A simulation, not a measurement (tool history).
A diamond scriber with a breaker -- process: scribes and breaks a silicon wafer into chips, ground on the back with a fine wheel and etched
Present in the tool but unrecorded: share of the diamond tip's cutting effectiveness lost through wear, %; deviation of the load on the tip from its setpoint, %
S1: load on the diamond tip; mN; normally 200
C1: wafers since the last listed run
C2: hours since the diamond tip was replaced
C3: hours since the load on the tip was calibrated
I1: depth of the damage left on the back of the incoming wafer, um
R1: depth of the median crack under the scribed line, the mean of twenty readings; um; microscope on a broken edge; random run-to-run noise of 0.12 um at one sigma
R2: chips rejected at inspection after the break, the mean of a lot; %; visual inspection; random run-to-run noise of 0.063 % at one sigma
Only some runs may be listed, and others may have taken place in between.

{"run": 1, "hour": 0.0, "S1": 200, "C1": 0, "C2": 777.4, "C3": 1295.8, "I1": 0.71, "R1": 10.54, "R2": 1.86}
{"run": 2, "hour": 25.3, "S1": 200, "C1": 43, "C2": 802.7, "C3": 1321.1, "I1": 0.49, "R1": 10.68, "R2": 2.09}
{"hour": 41.3, "done": "load on the tip recalibrated"}
{"run": 3, "hour": 79.2, "S1": 200, "C1": 89, "C2": 856.6, "C3": 37.9, "I1": 0.78, "R1": 9.83, "R2": 1.31}
{"hour": 93.2, "done": "diamond tip replaced by a new one"}
{"run": 4, "hour": 143.0, "S1": 200, "C1": 106, "C2": 49.8, "C3": 101.7, "I1": 0.7, "R1": 9.58, "R2": 1.24}
{"run": 5, "hour": 201.4, "S1": 154, "C1": 100, "C2": 108.2, "C3": 160.1, "I1": 0.5, "R1": 7.53, "R2": 8.13}
{"run": 6, "hour": 245.6, "S1": 154, "C1": 76, "C2": 152.4, "C3": 204.3, "I1": 0.74, "R1": 7.42, "R2": 8.34}
{"run": 7, "hour": 356.1, "S1": 154, "C1": 190, "C2": 262.9, "C3": 314.8, "I1": 0.76, "R1": 7.58, "R2": 8.16}
{"run": 8, "hour": 388.5, "S1": 222, "C1": 55, "C2": 295.3, "C3": 347.2, "I1": 0.78, "R1": 10.85, "R2": 2.12}
{"run": 9, "hour": 447.7, "S1": 222, "C1": 102, "C2": 354.5, "C3": 406.4, "I1": 0.59, "R1": 10.77, "R2": 2.36}
{"run": 10, "hour": 504.1, "S1": 222, "C1": 97, "C2": 410.9, "C3": 462.8, "I1": 0.48, "R1": 10.98, "R2": 2.5}
{"run": 11, "hour": 557.5, "S1": 246, "C1": 92, "C2": 464.3, "C3": 516.2, "I1": 0.53, "R1": 11.95, "R2": 5.04}
{"run": 12, "hour": 590.9, "S1": 246, "C1": 57, "C2": 497.7, "C3": 549.6, "I1": 0.71, "R1": 12.01, "R2": 5.65}
{"run": 13, "hour": 647.2, "S1": 246, "C1": 97, "C2": 554.0, "C3": 605.9, "I1": 0.4, "R1": 11.86, "R2": 5.02}
{"run": 14, "hour": 688.1, "S1": 236, "C1": 70, "C2": 594.9, "C3": 646.8, "I1": 0.72, "R1": 11.63, "R2": 3.73}
{"run": 15, "hour": 762.6, "S1": 236, "C1": 128, "C2": 669.4, "C3": 721.3, "I1": 0.65, "R1": 11.75, "R2": 4.24}
{"run": 16, "hour": 972.9, "S1": 158, "C1": 363, "C2": 879.7, "C3": 931.6, "I1": 0.53, "R1": 7.96, "R2": 4.68}
{"hour": 979.6, "done": "diamond tip replaced by a new one"}
{"run": 17, "hour": 1154.6, "S1": 158, "C1": 310, "C2": 175.0, "C3": 1113.3, "I1": 0.37, "R1": 8.08, "R2": 4.54}
{"run": 18, "hour": 1207.2, "S1": 184, "C1": 90, "C2": 227.6, "C3": 1165.9, "I1": 0.78, "R1": 9.5, "R2": 1.28}
{"run": 19, "hour": 1260.4, "S1": 146, "C1": 91, "C2": 280.8, "C3": 1219.1, "I1": 0.61, "R1": 7.44, "R2": 8.24}
{"hour": 1292.6, "done": "load on the tip recalibrated"}
{"run": 20, "hour": 1306.5, "S1": 229, "C1": 76, "C2": 326.9, "C3": 13.9, "I1": 0.4, "R1": 10.93, "R2": 2.76}
{"run": 21, "hour": 1374.9, "S1": 200, "C1": 118, "C2": 395.3, "C3": 82.3, "I1": 0.65, "R1": 9.84, "R2": 1.26}
{"run": 22, "hour": 1422.9, "S1": 180, "C1": 82, "C2": 443.3, "C3": 130.3, "I1": 0.36, "R1": 9.15, "R2": 1.79}
{"run": 23, "hour": 1456.5, "S1": 242, "C1": 58, "C2": 476.9, "C3": 163.9, "I1": 0.34, "R1": 11.66, "R2": 5.09}
{"run": 24, "hour": 1506.4, "S1": 244, "C1": 86, "C2": 526.8, "C3": 213.8, "I1": 0.44, "R1": 11.88, "R2": 5.69}
{"run": 25, "hour": 1576.5, "S1": 200, "C1": 121, "C2": 596.9, "C3": 283.9, "I1": 0.8, "R1": 9.85, "R2": 1.38}
{"run": 26, "hour": 1648.4, "S1": 200, "C1": 124, "C2": 668.8, "C3": 355.8, "I1": 0.6, "R1": 10.06, "R2": 1.26}
{"run": 27, "hour": 1712.5, "S1": 200, "C1": 110, "C2": 732.9, "C3": 419.9, "I1": 0.7, "R1": 9.89, "R2": 1.34}
{"run": 28, "hour": 1756.1, "S1": 227, "C1": 75, "C2": 776.5, "C3": 463.5, "I1": 0.78, "R1": 11.22, "R2": 3.74}
{"run": 29, "hour": 1802.1, "S1": 172, "C1": 79, "C2": 822.5, "C3": 509.5, "I1": 0.73, "R1": 8.76, "R2": 2.48}
{"run": 30, "hour": 1845.2, "S1": 236, "C1": 74, "C2": 865.6, "C3": 552.6, "I1": 0.41, "R1": 11.45, "R2": 5.25}
{"run": 31, "hour": 1875.3, "S1": 160, "C1": 51, "C2": 895.7, "C3": 582.7, "I1": 0.62, "R1": 8.13, "R2": 4.4}
{"run": 32, "hour": 1937.7, "S1": 177, "C1": 107, "C2": 958.1, "C3": 645.1, "I1": 0.39, "R1": 9.08, "R2": 1.73}
{"run": 33, "hour": 1967.8, "S1": 249, "C1": 51, "C2": 988.2, "C3": 675.2, "I1": 0.7, "R1": 12.25, "R2": 6.53}
{"hour": 1971.6, "done": "diamond tip replaced by a new one"}
{"run": 34, "hour": 2032.8, "S1": 257, "C1": 108, "C2": 61.2, "C3": 740.2, "I1": 0.64, "R1": 12.64, "R2": 7.93}
{"run": 35, "hour": 2059.5, "S1": 228, "C1": 46, "C2": 87.9, "C3": 766.9, "I1": 0.44, "R1": 11.46, "R2": 4.4}
{"run": 36, "hour": 2114.6, "S1": 200, "C1": 95, "C2": 143.0, "C3": 822.0, "I1": 0.32, "R1": 10.17, "R2": 1.59}
{"run": 37, "hour": 2183.7, "S1": 148, "C1": 119, "C2": 212.1, "C3": 891.1, "I1": 0.62, "R1": 7.72, "R2": 7.38}
{"run": 38, "hour": 2237.2, "S1": 259, "C1": 92, "C2": 265.6, "C3": 944.6, "I1": 0.32, "R1": 13.12, "R2": 9.26}
{"run": 39, "hour": 2300.5, "S1": 156, "C1": 109, "C2": 328.9, "C3": 1007.9, "I1": 0.72, "R1": 7.91, "R2": 4.28}
{"run": 40, "hour": 2341.9, "S1": 158, "C1": 71, "C2": 370.3, "C3": 1049.3, "I1": 0.77, "R1": 8.07, "R2": 4.15}
{"run": 41, "hour": 2393.7, "S1": 148, "C1": 89, "C2": 422.1, "C3": 1101.1, "I1": 0.55, "R1": 7.7, "R2": 6.01}

Branching from run 41: 4 alternative next runs. What would each branch give?
{"run": "A", "hour": 2394.4, "S1": 200, "C1": 1, "C2": 422.8, "C3": 1101.8, "I1": 0.78, "R1": "?", "R2": "?"}
{"run": "B", "hour": 2394.4, "S1": 225, "C1": 1, "C2": 422.8, "C3": 1101.8, "I1": 0.78, "R1": "?", "R2": "?"}
{"run": "C", "hour": 2394.4, "S1": 219, "C1": 1, "C2": 422.8, "C3": 1101.8, "I1": 0.78, "R1": "?", "R2": "?"}
{"run": "D", "hour": 2394.4, "S1": 239, "C1": 1, "C2": 422.8, "C3": 1101.8, "I1": 0.78, "R1": "?", "R2": "?"}

run=A R1=10.60 R2=1.92
run=B R1=11.81 R2=4.84
run=C R1=11.53 R2=3.97
run=D R1=12.47 R2=7.14
Had the tool no hidden state, the same runs would have come out as:
run=A R1=9.83 R2=1.32
run=B R1=10.96 R2=2.55
run=C R1=10.69 R2=2.06
run=D R1=11.56 R2=4.07

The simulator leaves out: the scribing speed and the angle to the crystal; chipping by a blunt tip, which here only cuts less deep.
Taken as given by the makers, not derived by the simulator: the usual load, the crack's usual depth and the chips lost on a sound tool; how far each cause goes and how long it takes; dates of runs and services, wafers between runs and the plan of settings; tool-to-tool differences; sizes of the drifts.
